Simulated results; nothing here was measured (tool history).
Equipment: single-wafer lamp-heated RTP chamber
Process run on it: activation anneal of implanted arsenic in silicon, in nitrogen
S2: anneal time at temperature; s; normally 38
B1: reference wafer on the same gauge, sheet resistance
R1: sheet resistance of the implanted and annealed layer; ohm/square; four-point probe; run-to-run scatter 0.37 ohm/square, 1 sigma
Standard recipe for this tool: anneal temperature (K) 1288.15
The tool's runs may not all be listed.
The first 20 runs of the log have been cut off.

Run 21, hour 1888.0: usual settings but anneal temperature (K) 1312.15, S2 60 s; B1 119.87. Result: R1 86.09 ohm/square.
Run 22, hour 1984.0: usual settings but S2 56 s; B1 119.98. Result: R1 92.29 ohm/square.
At hour 2054.7: pyrometer window cleaned and pyrometer calibrated.
Run 23, hour 2081.6: usual settings but anneal temperature (K) 1302.15, S2 18 s; B1 119.93. Result: R1 105.78 ohm/square.
Run 24, hour 2133.3: usual settings but anneal temperature (K) 1308.15, S2 30 s; B1 119.91. Result: R1 96.48 ohm/square.
Run 25, hour 2194.8: usual settings but anneal temperature (K) 1312.15, S2 22 s; B1 119.94. Result: R1 98.51 ohm/square.
Run 26, hour 2280.9: usual settings; B1 119.86. Result: R1 98.84 ohm/square.
Run 27, hour 2320.9: usual settings; B1 119.91. Result: R1 98.52 ohm/square.
Run 28, hour 2421.9: usual settings; B1 120.09. Result: R1 98.27 ohm/square.
At hour 2488.2: reflector plate cleaned.
Run 29, hour 2527.9: usual settings but anneal temperature (K) 1279.15, S2 54 s; B1 119.87. Result: R1 97.69 ohm/square.
Run 30, hour 2569.3: usual settings; B1 120.09. Result: R1 99.18 ohm/square.
Run 31, hour 2647.3: usual settings but anneal temperature (K) 1259.15, S2 47 s; B1 119.95. Result: R1 105.45 ohm/square.
Run 32, hour 2706.9: usual settings but anneal temperature (K) 1280.15; B1 120.01. Result: R1 101.17 ohm/square.
Run 33, hour 2776.4: usual settings but anneal temperature (K) 1264.15, S2 27 s; B1 120.00. Result: R1 110.45 ohm/square.
At hour 2834.5: gauge calibrated.
Run 34, hour 2841.8: usual settings but anneal temperature (K) 1264.15, S2 18 s; B1 119.98. Result: R1 114.94 ohm/square.
At hour 2917.6: pyrometer window cleaned and pyrometer calibrated.
Run 35, hour 2930.7: usual settings but anneal temperature (K) 1262.15, S2 19 s; B1 120.01. Result: R1 119.10 ohm/square.
Run 36, hour 3008.2: usual settings but S2 51 s; B1 119.81. Result: R1 95.81 ohm/square.
Run 37, hour 3098.5: usual settings; B1 119.96. Result: R1 98.62 ohm/square.

Consider 3 possible next runs. They are alternatives, not a sequence: every one starts from the tool as it was left by run 37. What does each give?
Run A, hour 3098.9: usual settings but S2 28 s; B1 ?. Result: R1 ?.
Run B, hour 3098.9: usual settings but anneal temperature (K) 1298.15, S2 19 s; B1 ?. Result: R1 ?.
Run C, hour 3098.9: usual settings but anneal temperature (K) 1303.15, S2 26 s; B1 ?. Result: R1 ?.

run      B1      R1
  A  119.99  103.40
  B  119.99  105.13
  C  119.99   99.61
Stripped of hidden state, with their random variation kept, the same runs would have yielded:
run      R1
  A  106.09
  B  107.66
  C  101.99
